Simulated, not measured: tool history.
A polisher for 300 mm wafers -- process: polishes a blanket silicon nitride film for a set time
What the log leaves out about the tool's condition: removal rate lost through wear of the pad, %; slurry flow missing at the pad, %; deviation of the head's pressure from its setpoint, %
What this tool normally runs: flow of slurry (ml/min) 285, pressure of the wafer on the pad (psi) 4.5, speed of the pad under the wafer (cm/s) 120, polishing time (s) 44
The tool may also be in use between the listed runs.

run	day	flow of slurry (ml/min)	pressure of the wafer on the pad (psi)	speed of the pad under the wafer (cm/s)	polishing time (s)	wafers since the last listed run	wafers polished on this pad	hours since the slurry nozzle was cleaned	hours since the head pressure was calibrated	incoming thickness of the incoming film, nm	film removed (Å)
1	0	285	4.5	120	44	0	1787	603.4	666.5	752.8	919
# day 0: head pressure recalibrated
# day 1.046: slurry nozzle cleaned
2	2.338	285	4.5	120	44	503	2290	31	56.1	772.1	990
3	3.721	285	3.4	120	44	303	2594	64.2	89.3	753.8	736
# day 4.012: worn pad replaced by a new one
4	5.221	285	3.4	120	44	292	265	100.2	125.3	768.4	727
5	7.275	285	4.5	140	44	450	716	149.5	174.6	759.7	1022
6	8.758	285	4.5	140	44	325	1041	185.1	210.2	744.1	1019
7	11.704	285	4.5	120	44	646	1688	255.8	280.9	752.9	943
8	14.138	285	3.6	120	44	534	2222	314.2	339.3	768.6	736
# day 15.892: worn pad replaced by a new one
9	15.983	285	3.6	120	44	368	20	358.5	383.6	747.6	728
10	16.996	285	3.6	120	44	222	242	382.8	407.9	756	737
11	18.838	285	4.5	120	44	404	646	427	452.1	757.1	911
12	19.858	285	4.5	120	44	224	870	451.5	476.6	770.3	939
13	21.912	285	4.5	120	44	450	1321	500.8	525.9	761.3	931
14	24.079	285	4.5	120	44	475	1797	552.8	577.9	776.2	914
15	26.838	285	4.5	120	44	605	2402	619	644.1	762.4	933
# day 27.512: head pressure recalibrated
# day 28.317: slurry nozzle cleaned
16	29.375	285	4.5	120	44	529	2931	25.4	44.7	751.2	875
# day 31.354: worn pad replaced by a new one
17	32.05	285	4.5	94	44	550	152	89.6	108.9	758.7	749
18	34.558	250	5.4	94	38	550	703	149.8	169.1	755.9	763
# day 40.692: head pressure recalibrated, repeated, since the last time left the tool worse
19	42.05	285	4.5	120	44	1625	2329	329.6	32.6	755.5	985
# day 43.383: worn pad replaced by a new one
20	44.404	285	4.5	120	44	480	223	386.1	89.1	764.7	963
21	46.108	380	3.4	80	34	374	597	427	130	756.9	469
22	48.742	285	5.6	162	52	577	1175	490.2	193.2	743.2	1626
23	50.65	285	6	120	36	418	1594	536	239	767	1010
# day 52.162: slurry nozzle cleaned
24	53.267	370	5.1	108	54	565	2159	26.5	301.8	761.4	1256
25	54.971	285	4.5	120	44	374	2533	67.4	342.7	767.6	912
26	56.262	285	4.5	134	44	283	2817	98.4	373.7	761.5	996
# day 57.104: worn pad replaced by a new one
27	57.733	285	4.5	120	44	286	137	133.7	409	763	961
28	59.367	285	5.7	86	37	358	496	172.9	448.2	753.1	832
29	62.221	385	5.5	162	30	626	1122	241.4	516.7	755.9	965
30	63.879	285	4.5	120	44	363	1486	281.2	556.5	759.5	920
31	65.046	255	3.8	120	35	256	1742	309.2	584.5	750.3	623

Estimate the outcome of run 32 from the log above:
# day 67.429: head pressure recalibrated
32	67.6	285	4.5	120	44	542	2284	370.5	4.1	772	?

{"run 32": {"film removed (Å)": 978}}
With no hidden state in the tool, this same run would have given film removed (Å) 983.
